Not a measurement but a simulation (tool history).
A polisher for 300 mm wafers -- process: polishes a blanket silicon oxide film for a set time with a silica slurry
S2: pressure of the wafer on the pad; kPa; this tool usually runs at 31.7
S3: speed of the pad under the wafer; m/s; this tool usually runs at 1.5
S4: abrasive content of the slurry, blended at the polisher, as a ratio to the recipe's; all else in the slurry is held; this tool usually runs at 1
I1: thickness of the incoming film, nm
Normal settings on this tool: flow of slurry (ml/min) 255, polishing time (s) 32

run 1 day=0 | flow_of_slurry_(ml/min)=255 S2=31.7 S3=1.5 S4=1.05 polishing_time_(s)=32 | I1=1622.3 | film_removed_(Å)=1160
-- day=0.408 slurry blender recalibrated
run 2 day=1.408 | flow_of_slurry_(ml/min)=255 S2=31.7 S3=1.5 S4=1 polishing_time_(s)=29 | I1=1609.6 | film_removed_(Å)=1048
run 3 day=2.117 | flow_of_slurry_(ml/min)=255 S2=31.7 S3=1.5 S4=1 polishing_time_(s)=29 | I1=1634.2 | film_removed_(Å)=1041
-- day=3.129 worn pad replaced by a new one
run 4 day=3.583 | flow_of_slurry_(ml/min)=255 S2=31.7 S3=1.5 S4=1 polishing_time_(s)=29 | I1=1611.9 | film_removed_(Å)=1052
run 5 day=4.533 | flow_of_slurry_(ml/min)=255 S2=31.7 S3=1.3 S4=1.25 polishing_time_(s)=32 | I1=1623.9 | film_removed_(Å)=1143
run 6 day=5.188 | flow_of_slurry_(ml/min)=255 S2=31.7 S3=1.5 S4=1 polishing_time_(s)=26 | I1=1639.4 | film_removed_(Å)=946
run 7 day=6.65 | flow_of_slurry_(ml/min)=285 S2=25.5 S3=1.96 S4=1.2 polishing_time_(s)=32 | I1=1627.7 | film_removed_(Å)=1197
-- day=8.979 slurry blender recalibrated
run 8 day=9.042 | flow_of_slurry_(ml/min)=285 S2=35.2 S3=2 S4=1 polishing_time_(s)=32 | I1=1610.2 | film_removed_(Å)=1519
run 9 day=9.633 | flow_of_slurry_(ml/min)=285 S2=35.2 S3=2 S4=1 polishing_time_(s)=32 | I1=1598.3 | film_removed_(Å)=1551
-- day=9.871 slurry nozzle cleaned
run 10 day=10.508 | flow_of_slurry_(ml/min)=325 S2=31.7 S3=1.5 S4=1.1 polishing_time_(s)=32 | I1=1578 | film_removed_(Å)=1233
run 11 day=11.025 | flow_of_slurry_(ml/min)=255 S2=31.7 S3=1.5 S4=1 polishing_time_(s)=32 | I1=1620.6 | film_removed_(Å)=1146
-- day=11.658 conditioning disc replaced and pad reconditioned
run 12 day=11.679 | flow_of_slurry_(ml/min)=255 S2=31.7 S3=1.5 S4=1.05 polishing_time_(s)=32 | I1=1608.8 | film_removed_(Å)=1197
-- day=11.85 worn pad replaced by a new one
run 13 day=12.429 | flow_of_slurry_(ml/min)=255 S2=29 S3=1.5 S4=1 polishing_time_(s)=24 | I1=1612.7 | film_removed_(Å)=801
-- day=13.233 head pressure recalibrated
run 14 day=13.875 | flow_of_slurry_(ml/min)=255 S2=31.7 S3=1.5 S4=1 polishing_time_(s)=32 | I1=1615 | film_removed_(Å)=1279
run 15 day=14.433 | flow_of_slurry_(ml/min)=255 S2=31.7 S3=1.5 S4=1 polishing_time_(s)=32 | I1=1607.5 | film_removed_(Å)=1273
run 16 day=15.65 | flow_of_slurry_(ml/min)=255 S2=31.7 S3=1.5 S4=1 polishing_time_(s)=32 | I1=1628.6 | film_removed_(Å)=1263
run 17 day=16.704 | flow_of_slurry_(ml/min)=255 S2=31.7 S3=1.5 S4=1 polishing_time_(s)=32 | I1=1644.3 | film_removed_(Å)=1259
run 18 day=18.15 | flow_of_slurry_(ml/min)=255 S2=24.1 S3=1.5 S4=1 polishing_time_(s)=32 | I1=1618.4 | film_removed_(Å)=977
run 19 day=18.792 | flow_of_slurry_(ml/min)=255 S2=31.7 S3=1.3 S4=1 polishing_time_(s)=32 | I1=1642.2 | film_removed_(Å)=1150
-- day=19.412 slurry blender recalibrated
-- day=20.821 worn pad replaced by a new one
run 20 day=22.088 | flow_of_slurry_(ml/min)=255 S2=31.7 S3=1.5 S4=1 polishing_time_(s)=39 | I1=1609.2 | film_removed_(Å)=1495
run 21 day=22.767 | flow_of_slurry_(ml/min)=255 S2=31.7 S3=1.5 S4=1 polishing_time_(s)=32 | I1=1593.4 | film_removed_(Å)=1217
run 22 day=23.754 | flow_of_slurry_(ml/min)=255 S2=31.7 S3=1.5 S4=1 polishing_time_(s)=32 | I1=1627.6 | film_removed_(Å)=1233
run 23 day=24.379 | flow_of_slurry_(ml/min)=255 S2=31.7 S3=1.02 S4=1 polishing_time_(s)=32 | I1=1611.8 | film_removed_(Å)=987
run 24 day=25.821 | flow_of_slurry_(ml/min)=310 S2=31.7 S3=1.08 S4=1.15 polishing_time_(s)=38 | I1=1599.4 | film_removed_(Å)=1295
run 25 day=26.325 | flow_of_slurry_(ml/min)=195 S2=21.4 S3=1.5 S4=1.15 polishing_time_(s)=32 | I1=1626.8 | film_removed_(Å)=873
run 26 day=26.846 | flow_of_slurry_(ml/min)=255 S2=31.7 S3=1.04 S4=1 polishing_time_(s)=32 | I1=1605 | film_removed_(Å)=982

Below are 4 alternative next runs, each starting from the tool's condition after run 26. Predict each:
run A day=26.862 | flow_of_slurry_(ml/min)=255 S2=31.7 S3=1.5 S4=1 polishing_time_(s)=43 | I1=1598.8 | film_removed_(Å)=?
run B day=26.862 | flow_of_slurry_(ml/min)=255 S2=37.9 S3=1.5 S4=1 polishing_time_(s)=32 | I1=1598.8 | film_removed_(Å)=?
run C day=26.862 | flow_of_slurry_(ml/min)=255 S2=31.7 S3=1.5 S4=1 polishing_time_(s)=37 | I1=1598.8 | film_removed_(Å)=?
run D day=26.862 | flow_of_slurry_(ml/min)=325 S2=22.1 S3=0.98 S4=1 polishing_time_(s)=40 | I1=1598.8 | film_removed_(Å)=?

run=A film_removed_(Å)=1654
run=B film_removed_(Å)=1446
run=C film_removed_(Å)=1423
run=D film_removed_(Å)=903
Without the tool's hidden state the same runs would have given:
run=A film_removed_(Å)=1712
run=B film_removed_(Å)=1496
run=C film_removed_(Å)=1473
run=D film_removed_(Å)=934
